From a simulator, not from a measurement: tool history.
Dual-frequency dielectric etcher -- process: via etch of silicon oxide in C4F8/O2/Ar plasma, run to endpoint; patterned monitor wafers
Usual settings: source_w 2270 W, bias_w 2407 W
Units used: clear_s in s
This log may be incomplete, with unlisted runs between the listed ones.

run,hour,source_w,bias_w,wafers since the last listed run,hours since the last wet clean,hours since the last source power generator calibration,hours since the last bias power generator calibration,hours since the last upper electrode change,"incoming incoming film thickness, nm",clear_s
1,0.0,2270,2407,0,358.7,718.0,3635.3,2742.3,1794.0,377.8
# hour 133.8: wet clean of the chamber
2,203.0,2150,2407,517,69.2,921.0,3838.3,2945.3,1765.8,385.0
3,307.1,2150,2407,300,173.3,1025.1,3942.4,3049.4,1807.1,392.7
4,399.3,1880,2407,266,265.5,1117.3,4034.6,3141.6,1793.8,423.1
5,487.3,1880,2407,254,353.5,1205.3,4122.6,3229.6,1788.6,420.7
6,533.4,2270,2407,133,399.6,1251.4,4168.7,3275.7,1782.3,377.3
# hour 622.2: wet clean of the chamber
7,626.2,2270,2407,198,4.0,1344.2,4261.5,3368.5,1793.5,378.7
8,711.7,2270,2407,247,89.5,1429.7,4347.0,3454.0,1778.7,380.4
9,759.3,2270,2407,137,137.1,1477.3,4394.6,3501.6,1798.6,381.9
10,852.7,2270,2580,269,230.5,1570.7,4488.0,3595.0,1793.5,374.9
# hour 872.7: source power generator calibrated
11,943.4,2270,2580,250,321.2,70.7,4578.7,3685.7,1790.1,364.9
# hour 948.5: bias power generator calibrated
12,995.4,2270,2407,138,373.2,122.7,46.9,3737.7,1794.9,374.1
13,1037.5,2270,2407,121,415.3,164.8,89.0,3779.8,1784.7,373.6
14,1102.2,2270,2407,186,480.0,229.5,153.7,3844.5,1778.6,373.7
# hour 1144.9: wet clean of the chamber
15,1155.7,2270,2407,85,10.8,283.0,207.2,3898.0,1802.6,376.8
16,1244.3,2760,2407,255,99.4,371.6,295.8,3986.6,1785.3,339.0
17,1319.0,1720,2145,215,174.1,446.3,370.5,4061.3,1802.0,460.1
# hour 1370.6: upper electrode replaced
18,1371.1,2810,2125,81,226.2,498.4,422.6,0.5,1795.2,350.5
19,1431.8,2080,2199,175,286.9,559.1,483.3,61.2,1786.9,402.7
20,1522.8,2270,2210,262,377.9,650.1,574.3,152.2,1807.9,392.2
21,1592.3,1710,2407,200,447.4,719.6,643.8,221.7,1792.9,440.5
22,1638.8,2490,2407,134,493.9,766.1,690.3,268.2,1781.7,355.1
# hour 1679.4: wet clean of the chamber
23,1688.1,2530,2907,73,8.7,815.4,739.6,317.5,1811.7,334.7
24,1736.0,2270,2407,138,56.6,863.3,787.5,365.4,1792.5,377.1
25,1799.1,1860,2969,182,119.7,926.4,850.6,428.5,1792.8,390.8
26,1896.5,2270,2407,281,217.1,1023.8,948.0,525.9,1804.3,381.7
27,1966.6,2150,2407,202,287.2,1093.9,1018.1,596.0,1802.5,393.1
28,2050.2,2270,2407,241,370.8,1177.5,1101.7,679.6,1779.9,375.1

The next listed run, before its measurement:
29,2100.9,2490,2584,146,421.5,1228.2,1152.4,730.3,1790.2,?

clear_s: 351.0 s
With no hidden state in the tool, this same run would have given clear_s 346.7 s.
